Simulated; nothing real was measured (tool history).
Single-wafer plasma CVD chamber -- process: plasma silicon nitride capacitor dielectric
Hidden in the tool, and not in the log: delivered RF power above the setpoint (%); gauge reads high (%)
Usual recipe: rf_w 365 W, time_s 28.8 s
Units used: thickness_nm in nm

| run | hour | rf_w | time_s | wafers since the last listed run | hours since the last RF generator calibration | hours since the showerhead was replaced | hours since the gauge calibration | read-back reference wafer on the same gauge, thickness_nm | thickness_nm |
|---|---|---|---|---|---|---|---|---|---|
| 1 | 0 | 365 | 24.5 | 0 | 2285.2 | 7262.4 | 153.8 | 40.067 | 32.922 |
| 2 | 22.7 | 365 | 24.5 | 424 | 2307.9 | 7285.1 | 176.5 | 40.058 | 32.904 |
| 3 | 44 | 365 | 24.5 | 398 | 2329.2 | 7306.4 | 197.8 | 40.11 | 33.067 |
| 4 | 74.2 | 365 | 31.1 | 565 | 2359.4 | 7336.6 | 228 | 40.154 | 41.935 |
| 5 | 99.5 | 365 | 28.8 | 473 | 2384.7 | 7361.9 | 253.3 | 40.154 | 38.872 |
| 6 | 118.7 | 320 | 28.8 | 359 | 2403.9 | 7381.1 | 272.5 | 40.195 | 37.676 |
| 7 | 135.5 | 320 | 28.8 | 314 | 2420.7 | 7397.9 | 289.3 | 40.21 | 37.695 |

Run 8 has not been measured yet. What should we expect?
| 8 | 155.3 | 405 | 32.6 | 370 | 2440.5 | 7417.7 | 309.1 | ? | ? |

{"run 8": {"read-back reference wafer on the same gauge, thickness_nm": 40.254, "thickness_nm": 45.192}}
With no hidden state in the tool, this same run would have given thickness_nm 44.689 nm.

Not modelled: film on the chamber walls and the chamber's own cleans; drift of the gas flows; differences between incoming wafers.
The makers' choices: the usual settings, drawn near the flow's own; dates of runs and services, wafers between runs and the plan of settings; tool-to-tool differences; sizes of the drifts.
